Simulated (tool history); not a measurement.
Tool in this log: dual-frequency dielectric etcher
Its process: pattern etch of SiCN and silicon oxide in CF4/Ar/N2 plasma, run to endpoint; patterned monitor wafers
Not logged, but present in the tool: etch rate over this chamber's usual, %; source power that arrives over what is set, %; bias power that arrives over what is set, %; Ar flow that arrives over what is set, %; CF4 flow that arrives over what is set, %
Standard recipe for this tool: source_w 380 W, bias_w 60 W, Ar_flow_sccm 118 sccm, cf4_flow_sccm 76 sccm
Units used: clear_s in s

run   hour  source_w  bias_w  Ar_flow_sccm  cf4_flow_sccm  wafers since the last listed run  hours since the last wet clean  hours since the last source power generator calibration  hours since the last bias power generator calibration  hours since the last Ar flow controller change  hours since the last CF4 flow controller change  hours since the last upper electrode change  incoming incoming film thickness, nm  clear_s
  1      0       380      60           118             76                                 0                           247.8                                                   3870.1                                                 2705.1                                            4282                                           5914.2                                       4019.6                                  14.8     19.8
  2   18.3       380      60           118             76                               273                           266.1                                                   3888.4                                                 2723.4                                          4300.3                                           5932.5                                       4037.9                                 14.79     19.7
  3   34.7       380      60           118             76                               245                           282.5                                                   3904.8                                                 2739.8                                          4316.7                                           5948.9                                       4054.3                                 14.93     19.9
      73.1  -- wet clean of the chamber
  4   73.6       380      60           118             76                               222                             0.5                                                   3943.7                                                 2778.7                                          4355.6                                           5987.8                                       4093.2                                 14.83     20.1
  5   88.1       380      60           118             76                               216                              15                                                   3958.2                                                 2793.2                                          4370.1                                           6002.3                                       4107.7                                 14.71     20.1
  6  111.1       380      60           118             76                               343                              38                                                   3981.2                                                 2816.2                                          4393.1                                           6025.3                                       4130.7                                 14.85     20.2
  7  135.8       380      68           118             76                               369                            62.7                                                   4005.9                                                 2840.9                                          4417.8                                             6050                                       4155.4                                 14.73     19.4
  8  170.5       380      60           118             76                               518                            97.4                                                   4040.6                                                 2875.6                                          4452.5                                           6084.7                                       4190.1                                 14.73       20
  9  185.5       380      60           118             76                               224                           112.4                                                   4055.6                                                 2890.6                                          4467.5                                           6099.7                                       4205.1                                  14.8       20
 10  202.9       440      54           118             76                               259                           129.8                                                     4073                                                   2908                                          4484.9                                           6117.1                                       4222.5                                 14.79     17.9
     241.7  -- upper electrode replaced
 11  255.3       380      72           118             91                               424                           182.2                                                   4125.4                                                 2960.4                                          4537.3                                           6169.5                                         13.6                                 14.87     18.4
 12  278.3       380      52           118             85                               343                           205.2                                                   4148.4                                                 2983.4                                          4560.3                                           6192.5                                         36.6                                 14.81     20.3
 13    293       380      60           118             76                               219                           219.9                                                   4163.1                                                 2998.1                                            4575                                           6207.2                                         51.3                                 14.69     19.7
       306  -- bias power generator calibrated
     306.3  -- source power generator calibrated
 14  311.9       380      60           118             65                               218                           238.8                                                      5.6                                                    5.9                                          4593.9                                           6226.1                                         70.2                                 14.87     20.5
       321  -- Ar flow controller replaced
     331.4  -- CF4 flow controller replaced
 15  339.1       380      60           118             76                               227                             266                                                     32.8                                                   33.1                                            18.1                                              7.7                                         97.4                                 14.87     19.9
 16  363.1       380      71           109             61                               358                             290                                                     56.8                                                   57.1                                            42.1                                             31.7                                        121.4                                  14.8     19.3
 17  377.4       380      45           118             76                               213                           304.3                                                     71.1                                                   71.4                                            56.4                                               46                                        135.7                                 14.85     21.5
     412.3  -- wet clean of the chamber
 18  412.8       320      60           118             76                               170                             0.5                                                    106.5                                                  106.8                                            91.8                                             81.4                                        171.1                                 14.81     23.8
 19  424.7       380      60           118             76                               177                            12.4                                                    118.4                                                  118.7                                           103.7                                             93.3                                          183                                  14.7       20
 20  445.6       440      68            89             66                               312                            33.3                                                    139.3                                                  139.6                                           124.6                                            114.2                                        203.9                                 14.79     16.5
 21  461.6       470      69           118             58                               239                            49.3                                                    155.3                                                  155.6                                           140.6                                            130.2                                        219.9                                 14.74     16.5
 22  484.3       300      72           103             65                               339                              72                                                      178                                                  178.3                                           163.3                                            152.9                                        242.6                                 14.71     23.7
 23    503       440      48           142             94                               279                            90.7                                                    196.7                                                    197                                             182                                            171.6                                        261.3                                 14.68     18.2
 24  526.7       380      60           109             59                               354                           114.4                                                    220.4                                                  220.7                                           205.7                                            195.3                                          285                                 14.92     20.7
 25  544.1       460      75           102             76                               259                           131.8                                                    237.8                                                  238.1                                           223.1                                            212.7                                        302.4                                 14.89     15.3

3 options for the next run, each taken on its own from the tool as it stands now. Forecast them:
  A  544.5       380      60           118             76                                 5                           132.2                                                    238.2                                                  238.5                                           223.5                                            213.1                                        302.8                                 14.94        ?
  B  544.5       340      60           118             76                                 5                           132.2                                                    238.2                                                  238.5                                           223.5                                            213.1                                        302.8                                 14.94        ?
  C  544.5       460      66           129             71                                 5                           132.2                                                    238.2                                                  238.5                                           223.5                                            213.1                                        302.8                                 14.94        ?

run  clear_s
  A       20
  B     22.3
  C     16.7
With the hidden condition removed and each run's random variation left untouched, the same runs would have given:
run  clear_s
  A     20.2
  B     22.5
  C     16.9
